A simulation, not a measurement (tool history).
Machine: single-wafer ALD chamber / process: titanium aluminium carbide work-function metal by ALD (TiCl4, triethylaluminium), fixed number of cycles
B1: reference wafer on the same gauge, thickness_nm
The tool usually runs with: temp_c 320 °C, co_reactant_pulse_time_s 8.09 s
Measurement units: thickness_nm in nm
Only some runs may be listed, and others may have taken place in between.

run 1 hour=0 | temp_c=308 co_reactant_pulse_time_s=8.09 | B1=2.03 | thickness_nm=1.971
run 2 hour=20.2 | temp_c=312 co_reactant_pulse_time_s=8.09 | B1=2.029 | thickness_nm=1.997
run 3 hour=55.1 | temp_c=320 co_reactant_pulse_time_s=8.09 | B1=2.03 | thickness_nm=2.064
run 4 hour=78.3 | temp_c=320 co_reactant_pulse_time_s=8.09 | B1=2.028 | thickness_nm=2.06
run 5 hour=99.1 | temp_c=320 co_reactant_pulse_time_s=8.09 | B1=2.031 | thickness_nm=2.057
run 6 hour=114.7 | temp_c=320 co_reactant_pulse_time_s=8.09 | B1=2.029 | thickness_nm=2.039
-- hour=131.8 triethylaluminium bottle replaced
run 7 hour=169.5 | temp_c=320 co_reactant_pulse_time_s=8.09 | B1=2.031 | thickness_nm=2.145
-- hour=187.8 gauge calibrated
run 8 hour=193.1 | temp_c=320 co_reactant_pulse_time_s=5.09 | B1=2.031 | thickness_nm=2.035
run 9 hour=213.8 | temp_c=311 co_reactant_pulse_time_s=6.06 | B1=2.03 | thickness_nm=2.005
-- hour=224.2 showerhead replaced
run 10 hour=234.4 | temp_c=327 co_reactant_pulse_time_s=9.37 | B1=2.033 | thickness_nm=2.219
-- hour=251.4 thermocouple changed; heater temperature recalibrated
run 11 hour=269 | temp_c=334 co_reactant_pulse_time_s=10.59 | B1=2.031 | thickness_nm=2.282
run 12 hour=291.3 | temp_c=320 co_reactant_pulse_time_s=8.09 | B1=2.029 | thickness_nm=2.125
run 13 hour=315.7 | temp_c=328 co_reactant_pulse_time_s=6.69 | B1=2.032 | thickness_nm=2.137
run 14 hour=345.8 | temp_c=309 co_reactant_pulse_time_s=9.85 | B1=2.03 | thickness_nm=2.075
run 15 hour=364.2 | temp_c=307 co_reactant_pulse_time_s=10.4 | B1=2.028 | thickness_nm=2.06

The same runs without the tool's hidden state, with the same run-to-run variation:
Unlogged tool condition in this case: wafer temperature above the value expected at the setpoint (K); triethylaluminium dose above that of a fresh bottle (%); gauge reads high (%).
run=1 thickness_nm=2.059
run=2 thickness_nm=2.086
run=3 thickness_nm=2.157
run=4 thickness_nm=2.153
run=5 thickness_nm=2.15
run=6 thickness_nm=2.131
run=7 thickness_nm=2.156
run=8 thickness_nm=2.053
run=9 thickness_nm=2.025
run=10 thickness_nm=2.236
run=11 thickness_nm=2.301
run=12 thickness_nm=2.152
run=13 thickness_nm=2.173
run=14 thickness_nm=2.102
run=15 thickness_nm=2.086
